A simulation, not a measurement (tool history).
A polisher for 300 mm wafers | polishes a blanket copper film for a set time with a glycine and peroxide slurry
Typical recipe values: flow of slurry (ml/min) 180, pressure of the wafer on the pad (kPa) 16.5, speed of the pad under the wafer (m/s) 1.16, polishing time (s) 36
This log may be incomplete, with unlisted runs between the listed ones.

| run | hour | flow of slurry (ml/min) | pressure of the wafer on the pad (kPa) | speed of the pad under the wafer (m/s) | polishing time (s) | incoming thickness of the incoming film, nm | film removed (nm) |
|---|---|---|---|---|---|---|---|
| 1 | 0.0 | 180 | 20.7 | 1.16 | 36 | 1076.7 | 233.2 |
|  | 7.7 | worn pad replaced by a new one |
|  | 20.3 | slurry nozzle cleaned |
| 2 | 25.4 | 180 | 20.7 | 1.16 | 36 | 1056.5 | 231.8 |
| 3 | 53.4 | 180 | 16.5 | 1.16 | 36 | 1057.4 | 190.7 |
| 4 | 88.0 | 180 | 16.5 | 1.16 | 36 | 1064.5 | 193.6 |
| 5 | 111.5 | 180 | 16.5 | 1.16 | 26 | 1074.6 | 139.3 |
|  | 123.8 | worn pad replaced by a new one |
| 6 | 124.3 | 180 | 16.5 | 1.16 | 36 | 1077.2 | 191.3 |
| 7 | 139.6 | 180 | 16.5 | 1.16 | 36 | 1072.5 | 191.9 |
| 8 | 168.9 | 180 | 16.5 | 1.16 | 36 | 1063.9 | 195.4 |
| 9 | 204.6 | 180 | 16.5 | 1.16 | 36 | 1054.1 | 193.8 |
| 10 | 221.9 | 180 | 16.5 | 1.16 | 36 | 1066.6 | 191.2 |
| 11 | 235.2 | 180 | 16.5 | 1.16 | 36 | 1079.1 | 186.4 |
|  | 245.1 | worn pad replaced by a new one, of another model than before |
| 12 | 251.4 | 180 | 16.5 | 1.16 | 36 | 1085.4 | 198.1 |
|  | 261.1 | head pressure recalibrated |
| 13 | 263.6 | 165 | 12.4 | 0.86 | 25 | 1049.2 | 109.6 |
| 14 | 289.6 | 180 | 16.5 | 0.94 | 36 | 1063.9 | 189.0 |
| 15 | 306.3 | 135 | 16.5 | 1.16 | 36 | 1078.1 | 196.9 |
| 16 | 335.0 | 125 | 16.5 | 1.16 | 36 | 1066.5 | 198.3 |
|  | 346.2 | worn pad replaced by a new one |
| 17 | 369.7 | 180 | 16.5 | 1.16 | 36 | 1078.0 | 205.9 |
|  | 377.8 | slurry nozzle cleaned |
| 18 | 386.5 | 180 | 16.5 | 1.16 | 45 | 1067.2 | 259.2 |
| 19 | 411.3 | 180 | 16.5 | 0.86 | 36 | 1058.4 | 180.8 |
|  | 442.4 | worn pad replaced by a new one |
| 20 | 494.2 | 135 | 16.5 | 1.16 | 29 | 1064.7 | 160.7 |
| 21 | 509.0 | 180 | 16.5 | 1.16 | 36 | 1076.9 | 202.2 |
| 22 | 521.5 | 180 | 16.5 | 1.16 | 36 | 1075.3 | 210.8 |
|  | 549.8 | worn pad replaced by a new one |
| 23 | 550.3 | 180 | 16.5 | 1.16 | 36 | 1055.0 | 204.0 |

Same runs, no hidden state in the tool, same run-to-run variation:
What the log doesn't record here: removal rate lost through wear of the pad, %; slurry flow missing at the pad, %; deviation of the head's pressure from its setpoint, %.
| run | film removed (nm) |
|---|---|
| 1 | 258.0 |
| 2 | 256.7 |
| 3 | 210.6 |
| 4 | 213.9 |
| 5 | 154.0 |
| 6 | 211.6 |
| 7 | 212.4 |
| 8 | 216.4 |
| 9 | 214.7 |
| 10 | 211.9 |
| 11 | 206.7 |
| 12 | 208.9 |
| 13 | 109.6 |
| 14 | 189.7 |
| 15 | 198.0 |
| 16 | 200.1 |
| 17 | 208.6 |
| 18 | 263.0 |
| 19 | 183.8 |
| 20 | 164.8 |
| 21 | 207.5 |
| 22 | 216.5 |
| 23 | 210.0 |
